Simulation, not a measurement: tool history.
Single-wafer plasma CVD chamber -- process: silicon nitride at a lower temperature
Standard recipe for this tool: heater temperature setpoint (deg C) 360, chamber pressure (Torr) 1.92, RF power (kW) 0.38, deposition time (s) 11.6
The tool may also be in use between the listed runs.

run	day	heater temperature setpoint (deg C)	chamber pressure (Torr)	RF power (kW)	deposition time (s)	read-back reference wafer on the same gauge, thickness_nm	mean film thickness on the monitor wafer (Å)
1	0	360	1.92	0.38	10.7	13.801	154.76
2	0.9	360	1.92	0.38	11.6	13.793	167.38
3	3.958	360	1.92	0.38	11.6	13.789	167.06
4	5.254	360	1.92	0.38	11.6	13.785	167.21
5	5.933	360	1.92	0.38	11.6	13.793	167.1
6	7.188	360	1.92	0.38	11.6	13.788	166.51
7	8.062	360	1.92	0.38	11.6	13.783	167.37
8	9.029	360	1.92	0.38	11.6	13.791	166.94
9	9.917	360	1.92	0.425	11.6	13.797	179.54
10	10.508	360	1.92	0.38	11.6	13.795	166.71
11	11.683	360	1.92	0.38	11.6	13.8	166.05
12	12.983	360	1.92	0.355	11.6	13.802	158.49
13	14.375	360	1.92	0.355	11.6	13.805	158.59
14	15.667	360	1.92	0.38	11.6	13.808	166.11
15	16.171	355	1.63	0.34	11.6	13.795	148.37
16	17.233	360	2.35	0.435	11	13.805	180.04
17	18.188	360	1.92	0.38	11.6	13.805	165.52
# day 18.704: gauge calibrated
# day 18.796: capacitance manometer re-zeroed and calibrated
18	19.408	360	1.78	0.38	11.6	13.793	163.46
# day 20.5: thermocouple changed; heater temperature recalibrated
19	20.521	360	2.33	0.36	13.5	13.793	191.93
# day 21.404: RF generator calibrated
20	21.662	364	2.35	0.32	12.4	13.806	164.01
21	22.65	360	1.92	0.35	10.3	13.801	140
# day 23.625: showerhead replaced
22	23.646	360	1.92	0.32	11.6	13.798	147.33
23	24.008	360	1.92	0.38	11.6	13.812	167.67
24	25.383	353	1.92	0.325	10.9	13.79	140.94
25	26.696	346	1.92	0.4	12.9	13.807	194.37
26	27.25	347	2.28	0.335	13.3	13.802	182.12
27	28.521	360	1.51	0.38	11.6	13.808	159.2
28	29.262	348	1.59	0.43	12.9	13.81	195.7
29	30.05	373	2.39	0.33	9.9	13.809	134.48
30	31.017	349	2.09	0.435	10.4	13.815	168.42

Here are 3 independent what-if runs from the current tool condition. What would each one return?
A	31.033	372	1.92	0.38	11.6	?	?
B	31.033	347	1.92	0.38	12.6	?	?
C	31.033	360	1.92	0.335	11.6	?	?

run	read-back reference wafer on the same gauge, thickness_nm	mean film thickness on the monitor wafer (Å)
A	13.802	166.26
B	13.802	182.57
C	13.802	152.47
Had the tool no hidden state, the same runs would have come out as:
run	mean film thickness on the monitor wafer (Å)
A	167.04
B	183.42
C	153.21
